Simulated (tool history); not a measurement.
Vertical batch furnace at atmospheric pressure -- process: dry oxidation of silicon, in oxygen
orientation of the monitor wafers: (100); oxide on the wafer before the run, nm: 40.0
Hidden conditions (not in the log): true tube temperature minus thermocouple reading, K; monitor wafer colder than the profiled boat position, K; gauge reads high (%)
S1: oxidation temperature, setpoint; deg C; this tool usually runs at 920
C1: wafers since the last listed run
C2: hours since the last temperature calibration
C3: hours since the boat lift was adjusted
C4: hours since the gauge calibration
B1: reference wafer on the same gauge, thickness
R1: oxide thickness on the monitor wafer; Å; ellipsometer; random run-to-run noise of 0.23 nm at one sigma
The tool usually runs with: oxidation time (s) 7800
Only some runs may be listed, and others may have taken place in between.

run 1 hour=0.0 | S1=920 oxidation_time_(s)=7800 | C1=0 C2=1689.7 C3=4426.8 C4=11.7 | B1=64.43 | R1=673.9
run 2 hour=54.7 | S1=920 oxidation_time_(s)=7800 | C1=692 C2=1744.4 C3=4481.5 C4=66.4 | B1=64.44 | R1=671.1
run 3 hour=116.2 | S1=920 oxidation_time_(s)=7800 | C1=778 C2=1805.9 C3=4543.0 C4=127.9 | B1=64.45 | R1=674.5
run 4 hour=167.0 | S1=920 oxidation_time_(s)=9660 | C1=642 C2=1856.7 C3=4593.8 C4=178.7 | B1=64.32 | R1=730.1
run 5 hour=202.7 | S1=920 oxidation_time_(s)=7800 | C1=451 C2=1892.4 C3=4629.5 C4=214.4 | B1=64.47 | R1=676.3
run 6 hour=227.2 | S1=920 oxidation_time_(s)=7800 | C1=310 C2=1916.9 C3=4654.0 C4=238.9 | B1=64.40 | R1=675.7
run 7 hour=275.2 | S1=920 oxidation_time_(s)=7800 | C1=607 C2=1964.9 C3=4702.0 C4=286.9 | B1=64.35 | R1=674.1
run 8 hour=332.8 | S1=920 oxidation_time_(s)=7800 | C1=728 C2=2022.5 C3=4759.6 C4=344.5 | B1=64.43 | R1=676.1
run 9 hour=397.1 | S1=920 oxidation_time_(s)=6630 | C1=813 C2=2086.8 C3=4823.9 C4=408.8 | B1=64.32 | R1=636.5
run 10 hour=423.9 | S1=903 oxidation_time_(s)=7800 | C1=339 C2=2113.6 C3=4850.7 C4=435.6 | B1=64.39 | R1=614.8
run 11 hour=458.0 | S1=903 oxidation_time_(s)=7800 | C1=431 C2=2147.7 C3=4884.8 C4=469.7 | B1=64.35 | R1=621.3
run 12 hour=510.0 | S1=920 oxidation_time_(s)=7800 | C1=658 C2=2199.7 C3=4936.8 C4=521.7 | B1=64.39 | R1=679.8
run 13 hour=543.2 | S1=920 oxidation_time_(s)=7800 | C1=420 C2=2232.9 C3=4970.0 C4=554.9 | B1=64.38 | R1=681.2
-- hour=587.4 thermocouples replaced and temperature profile calibrated
run 14 hour=609.3 | S1=920 oxidation_time_(s)=7800 | C1=532 C2=21.9 C3=5036.1 C4=621.0 | B1=64.43 | R1=693.7
run 15 hour=666.5 | S1=920 oxidation_time_(s)=7800 | C1=723 C2=79.1 C3=5093.3 C4=678.2 | B1=64.49 | R1=690.4
run 16 hour=692.2 | S1=920 oxidation_time_(s)=5250 | C1=325 C2=104.8 C3=5119.0 C4=703.9 | B1=64.41 | R1=606.6
run 17 hour=749.6 | S1=920 oxidation_time_(s)=7800 | C1=726 C2=162.2 C3=5176.4 C4=761.3 | B1=64.30 | R1=692.2

Forecast run 18:
-- hour=795.9 boat lift adjusted
run 18 hour=818.8 | S1=941 oxidation_time_(s)=7800 | C1=571 C2=231.4 C3=22.9 C4=830.5 | B1=? | R1=?

Logged for run 18: B1 64.39, R1 776.0 Å.
With the hidden condition absent and the run-to-run variation left alone, this run would have shown R1 749.2 Å.

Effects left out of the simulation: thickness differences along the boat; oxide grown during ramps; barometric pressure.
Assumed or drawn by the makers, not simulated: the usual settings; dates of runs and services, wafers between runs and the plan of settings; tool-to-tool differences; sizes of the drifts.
